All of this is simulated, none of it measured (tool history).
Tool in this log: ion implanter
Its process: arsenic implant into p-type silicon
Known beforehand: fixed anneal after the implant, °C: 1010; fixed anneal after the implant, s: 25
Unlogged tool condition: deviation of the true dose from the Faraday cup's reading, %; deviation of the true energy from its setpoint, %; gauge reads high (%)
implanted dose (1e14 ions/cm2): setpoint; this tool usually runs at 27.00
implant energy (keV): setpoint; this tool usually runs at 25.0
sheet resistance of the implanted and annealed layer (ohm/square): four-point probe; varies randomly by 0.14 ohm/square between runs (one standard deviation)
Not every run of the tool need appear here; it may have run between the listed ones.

run   hour  implanted dose (1e14 ions/cm2)  implant energy (keV)  wafers since the last listed run  hours since the last dose calibration  hours since the extraction supply was calibrated  hours since the gauge calibration  read-back reference wafer on the same gauge, sheet resistance  sheet resistance of the implanted and annealed layer (ohm/square)
  1    0.0                           27.00                  25.0                                 0                                 1367.5                                            3176.0                              498.2                                                          93.66                                                              91.80
  2   32.7                           27.00                  25.0                               672                                 1400.2                                            3208.7                              530.9                                                          93.64                                                              92.15
  3   84.3                           27.00                  25.0                              1061                                 1451.8                                            3260.3                              582.5                                                          93.55                                                              92.02
  4  118.6                           27.00                  25.0                               705                                 1486.1                                            3294.6                              616.8                                                          93.54                                                              91.85
  5  174.7                           27.00                  25.0                              1154                                 1542.2                                            3350.7                              672.9                                                          93.49                                                              91.52
  6  226.3                           27.00                  25.0                              1061                                 1593.8                                            3402.3                              724.5                                                          93.38                                                              91.41
     308.8  -- gauge calibrated
  7  377.0                           22.33                  25.0                              3101                                 1744.5                                            3553.0                               68.2                                                          94.29                                                              95.78
     426.0  -- Faraday cup replaced and dose calibrated
  8  426.5                           33.21                  31.5                               854                                    0.5                                            3602.5                              117.7                                                          94.18                                                              81.32
  9  467.3                           33.25                  25.0                               839                                   41.3                                            3643.3                              158.5                                                          94.11                                                              89.24
 10  548.0                           27.00                  25.0                              1660                                  122.0                                            3724.0                              239.2                                                          94.03                                                              92.34
     617.0  -- extraction supply calibrated
 11  617.5                           27.00                  25.0                              1265                                  191.5                                               0.5                              308.7                                                          93.94                                                              91.95
 12  660.9                           30.06                  25.0                               893                                  234.9                                              43.9                              352.1                                                          93.86                                                              90.46
 13  695.5                           20.46                  29.0                               712                                  269.5                                              78.5                              386.7                                                          93.82                                                              92.34
 14  744.5                           27.00                  31.5                              1008                                  318.5                                             127.5                              435.7                                                          93.75                                                              84.14
 15  785.4                           33.31                  29.5                               841                                  359.4                                             168.4                              476.6                                                          93.65                                                              83.13

3 ways to go on from here, each from the tool as it stands after run 15. What would each give?
  A  785.8                           33.19                  25.0                                 8                                  359.8                                             168.8                              477.0                                                              ?                                                                  ?
  B  785.8                           34.53                  33.0                                 8                                  359.8                                             168.8                              477.0                                                              ?                                                                  ?
  C  785.8                           33.51                  31.5                                 8                                  359.8                                             168.8                              477.0                                                              ?                                                                  ?

run  read-back reference wafer on the same gauge, sheet resistance  sheet resistance of the implanted and annealed layer (ohm/square)
  A                                                          93.68                                                              88.84
  B                                                          93.68                                                              78.77
  C                                                          93.68                                                              80.77
With the hidden condition removed and each run's random variation left untouched, the same runs would have given:
run  sheet resistance of the implanted and annealed layer (ohm/square)
  A                                                              89.53
  B                                                              79.38
  C                                                              81.40
